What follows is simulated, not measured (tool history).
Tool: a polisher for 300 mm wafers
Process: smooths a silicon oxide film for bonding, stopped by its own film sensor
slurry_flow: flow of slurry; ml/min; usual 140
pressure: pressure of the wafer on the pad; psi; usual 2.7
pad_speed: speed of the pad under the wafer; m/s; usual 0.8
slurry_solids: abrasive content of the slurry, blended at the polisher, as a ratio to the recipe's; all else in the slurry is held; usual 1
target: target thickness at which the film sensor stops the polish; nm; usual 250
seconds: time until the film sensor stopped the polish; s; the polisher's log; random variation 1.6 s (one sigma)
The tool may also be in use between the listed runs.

run	hour	slurry_flow	pressure	pad_speed	slurry_solids	target	incoming thickness of the incoming film, nm	seconds
1	0	140	2.7	0.88	1	250	307.1	70
2	85	140	2.7	0.88	1	250	310.8	75.5
3	179.2	140	2.7	0.88	1	250	307.2	69
4	220.9	140	2.7	0.8	1	250	307.8	81.2
5	286.4	140	2.7	0.8	1	250	304.8	77.8
6	353.7	140	2.7	0.8	1	250	313.5	90.1
7	442	140	2.7	0.8	1	250	315.9	91.8
8	486.4	140	2.7	0.8	1	250	312	86.7
9	545.6	140	2.7	0.8	1	250	305.7	77.6
10	652.6	100	2.7	0.8	1	266	307.6	63.2
11	741.1	100	2.7	0.8	1	266	312.4	67.3
12	814	170	2.4	0.64	1	250	310.8	99.3
13	899.8	140	2.4	0.56	1	261	312	101.8
14	949	140	2.7	1.02	1	250	308.9	69.6
15	1079.4	140	2.7	0.8	1	250	304.5	76.5
16	1312	140	2.7	0.68	0.8	250	309.1	107.1
17	1610.6	105	2.7	0.98	1	258	313.6	71.9
18	1696.7	140	2.7	0.8	1	250	308.6	81.6
19	1755.9	140	3.5	0.8	1.2	250	311.8	62
20	1850.8	125	2.7	0.7	0.75	240	309.2	130.2
21	1943.7	140	2.7	0.6	1	250	315.6	108.6
22	2018.8	140	2	0.8	1	250	314.3	110.2
23	2075.1	100	2.7	0.92	1	250	309	76.5
24	2123.2	140	2.7	0.8	1	250	313.6	83.7
25	2228.3	140	2.7	0.8	1.3	250	306.6	64.5
26	2335.7	105	3.5	0.8	1	270	312.9	48.8
27	2394.5	140	2.7	0.8	1	260	309	71.4
28	2449.3	140	2.7	0.8	1	237	308.9	101.2
29	2488.3	140	2.7	0.8	1	250	312.1	89
30	2799.5	110	3.4	0.8	0.8	250	308.5	82.5
31	2872.7	140	2.7	0.8	1.25	250	311.6	73.3

Taken out of this log: 16 entries between the listed runs. Where each belongs, and how the hidden state differs across it:
Between runs 3 and 4: head pressure recalibrated (hour 199.5)
  deviation of the head's pressure from its setpoint, %: 11.9 -> 0.847
  measured less the result without the state, seconds: -6.6 -> -0.6 s
Between runs 5 and 6: worn pad replaced by a new one (hour 314.3); slurry nozzle cleaned (hour 347.6)
  deviation of the head's pressure from its setpoint, %: 1 -> 1.37
  measured less the result without the state, seconds: -0.6 -> -1 s
Between runs 10 and 11: slurry blender recalibrated (hour 715.6)
  deviation of the head's pressure from its setpoint, %: 5.4 -> 7.36
  measured less the result without the state, seconds: -2.8 -> -4 s
Between runs 12 and 13: head pressure recalibrated (hour 873.4)
  deviation of the head's pressure from its setpoint, %: 9.24 -> -0.691
  measured less the result without the state, seconds: -7.4 -> +0.6 s
Between runs 14 and 15: slurry nozzle cleaned (hour 1073.1)
  deviation of the head's pressure from its setpoint, %: -0.579 -> 0.237
  measured less the result without the state, seconds: +0.3 -> -0.1 s
Between runs 15 and 16: worn pad replaced by a new one (hour 1108.5)
  deviation of the head's pressure from its setpoint, %: 0.237 -> 3.57
  measured less the result without the state, seconds: -0.1 -> -3.1 s
Between runs 16 and 17: slurry blender recalibrated (hour 1341.4); head pressure recalibrated (hour 1567)
  deviation of the head's pressure from its setpoint, %: 3.57 -> 0.421
  measured less the result without the state, seconds: -3.1 -> -0.2 s
Between runs 19 and 20: worn pad replaced by a new one (hour 1773.5); slurry nozzle cleaned (hour 1801.7)
  deviation of the head's pressure from its setpoint, %: 1.17 -> 2.17
  measured less the result without the state, seconds: -0.5 -> -2.3 s
Between runs 24 and 25: slurry blender recalibrated (hour 2128)
  deviation of the head's pressure from its setpoint, %: 7.26 -> 10.1
  measured less the result without the state, seconds: -5 -> -5.3 s
Between runs 26 and 27: head pressure recalibrated (hour 2387.8)
  deviation of the head's pressure from its setpoint, %: 13.5 -> -1.34
  measured less the result without the state, seconds: -5.3 -> +0.8 s
Between runs 27 and 28: worn pad replaced by a new one (hour 2416.9); slurry nozzle cleaned (hour 2438.7)
  deviation of the head's pressure from its setpoint, %: -1.34 -> -1.25
  measured less the result without the state, seconds: +0.8 -> +1 s
Between runs 29 and 30: slurry blender recalibrated (hour 2797.9)
  deviation of the head's pressure from its setpoint, %: -1.11 -> 2.43
  measured less the result without the state, seconds: +0.8 -> -1.6 s

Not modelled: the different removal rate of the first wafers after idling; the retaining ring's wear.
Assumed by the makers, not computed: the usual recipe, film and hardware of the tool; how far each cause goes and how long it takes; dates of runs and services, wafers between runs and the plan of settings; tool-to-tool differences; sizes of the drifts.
